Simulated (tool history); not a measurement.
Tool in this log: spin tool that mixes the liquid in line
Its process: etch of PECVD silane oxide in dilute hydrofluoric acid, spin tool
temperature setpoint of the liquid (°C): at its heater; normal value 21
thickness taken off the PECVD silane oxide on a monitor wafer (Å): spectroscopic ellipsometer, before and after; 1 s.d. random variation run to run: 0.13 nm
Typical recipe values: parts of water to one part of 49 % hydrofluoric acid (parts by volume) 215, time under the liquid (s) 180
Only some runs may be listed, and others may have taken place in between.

| run | hour | temperature setpoint of the liquid (°C) | parts of water to one part of 49 % hydrofluoric acid (parts by volume) | time under the liquid (s) | wafers since the last listed run | hours since the thermometer was replaced | hours since the hydrofluoric acid flow meter was replaced | hours since the gauge calibration | read-back film thickness of the PECVD silane oxide reference wafer, read on the same gauge (nm) | thickness taken off the PECVD silane oxide on a monitor wafer (Å) |
|---|---|---|---|---|---|---|---|---|---|---|
| 1 | 0 | 21 | 215 | 180 | 0 | 1058.9 | 1502.2 | 813.3 | 69.99 | 202.7 |
| 2 | 17.3 | 21 | 215 | 95 | 113 | 1076.2 | 1519.5 | 830.6 | 70.01 | 105 |
| 3 | 43.9 | 22.5 | 215 | 180 | 175 | 1102.8 | 1546.1 | 857.2 | 69.98 | 212.1 |
| 4 | 62.4 | 22.5 | 215 | 180 | 121 | 1121.3 | 1564.6 | 875.7 | 70.01 | 213.3 |
| 5 | 89.1 | 22.5 | 215 | 180 | 175 | 1148 | 1591.3 | 902.4 | 69.99 | 211.6 |
|  | 107.7 | gauge calibrated |
| 6 | 125 | 21 | 215 | 180 | 236 | 1183.9 | 1627.2 | 17.3 | 69.99 | 201.3 |
| 7 | 152.4 | 21 | 215 | 180 | 180 | 1211.3 | 1654.6 | 44.7 | 69.99 | 202.2 |
| 8 | 169.2 | 21 | 215 | 180 | 110 | 1228.1 | 1671.4 | 61.5 | 70 | 202.7 |
| 9 | 197 | 24 | 310 | 210 | 183 | 1255.9 | 1699.2 | 89.3 | 69.96 | 166.1 |
|  | 209.1 | hydrofluoric acid flow meter replaced |
|  | 214.2 | thermometer replaced |
| 10 | 230.9 | 17 | 215 | 115 | 210 | 16.7 | 21.8 | 123.2 | 69.98 | 109.8 |
| 11 | 249 | 24.5 | 215 | 180 | 119 | 34.8 | 39.9 | 141.3 | 70.02 | 231.8 |
| 12 | 270.8 | 21 | 215 | 180 | 143 | 56.6 | 61.7 | 163.1 | 69.99 | 200.8 |
| 13 | 288 | 19.5 | 215 | 180 | 113 | 73.8 | 78.9 | 180.3 | 69.99 | 189.9 |
| 14 | 317.3 | 21 | 280 | 180 | 193 | 103.1 | 108.2 | 209.6 | 69.99 | 146.1 |
| 15 | 337.6 | 21 | 320 | 280 | 133 | 123.4 | 128.5 | 229.9 | 70.02 | 191.5 |
| 16 | 367.8 | 21 | 125 | 245 | 198 | 153.6 | 158.7 | 260.1 | 70 | 522.5 |
| 17 | 389.7 | 21 | 215 | 180 | 144 | 175.5 | 180.6 | 282 | 69.99 | 202.3 |
| 18 | 429.1 | 19.5 | 295 | 125 | 259 | 214.9 | 220 | 321.4 | 70 | 89.6 |
| 19 | 461.9 | 21 | 305 | 255 | 216 | 247.7 | 252.8 | 354.2 | 70 | 185.9 |
| 20 | 485.3 | 21 | 215 | 180 | 154 | 271.1 | 276.2 | 377.6 | 70.01 | 204.1 |
| 21 | 521.1 | 21 | 115 | 180 | 235 | 306.9 | 312 | 413.4 | 70 | 415 |
| 22 | 542.6 | 23 | 325 | 180 | 141 | 328.4 | 333.5 | 434.9 | 69.98 | 130 |
| 23 | 558 | 25 | 165 | 145 | 101 | 343.8 | 348.9 | 450.3 | 70.02 | 256.2 |
| 24 | 579.9 | 21 | 215 | 180 | 144 | 365.7 | 370.8 | 472.2 | 69.98 | 201 |
| 25 | 592.8 | 19.5 | 215 | 75 | 84 | 378.6 | 383.7 | 485.1 | 69.98 | 79.7 |
| 26 | 645.7 | 24 | 215 | 180 | 348 | 431.5 | 436.6 | 538 | 69.97 | 226.4 |
| 27 | 680.2 | 21 | 315 | 210 | 227 | 466 | 471.1 | 572.5 | 69.96 | 146.4 |
| 28 | 694.1 | 17.5 | 255 | 275 | 91 | 479.9 | 485 | 586.4 | 70.03 | 220.1 |
| 29 | 713.8 | 21 | 215 | 180 | 129 | 499.6 | 504.7 | 606.1 | 69.99 | 200.6 |
| 30 | 728.6 | 18 | 275 | 140 | 97 | 514.4 | 519.5 | 620.9 | 69.98 | 103 |
| 31 | 745.9 | 17 | 165 | 260 | 113 | 531.7 | 536.8 | 638.2 | 70 | 341.6 |
| 32 | 776.9 | 21 | 215 | 180 | 204 | 562.7 | 567.8 | 669.2 | 70 | 202.9 |
| 33 | 795.3 | 21 | 215 | 180 | 121 | 581.1 | 586.2 | 687.6 | 70.01 | 200.8 |

Describe how what the log doesn't record of the tool's condition differs between the last listed run preceding each entry between runs and the first listed run following it.
Between runs 5 and 6: gauge calibrated (hour 107.7)
  no hidden state differs between the two runs
Between runs 9 and 10: hydrofluoric acid flow meter replaced (hour 209.1); thermometer replaced (hour 214.2)
  no hidden state differs between the two runs

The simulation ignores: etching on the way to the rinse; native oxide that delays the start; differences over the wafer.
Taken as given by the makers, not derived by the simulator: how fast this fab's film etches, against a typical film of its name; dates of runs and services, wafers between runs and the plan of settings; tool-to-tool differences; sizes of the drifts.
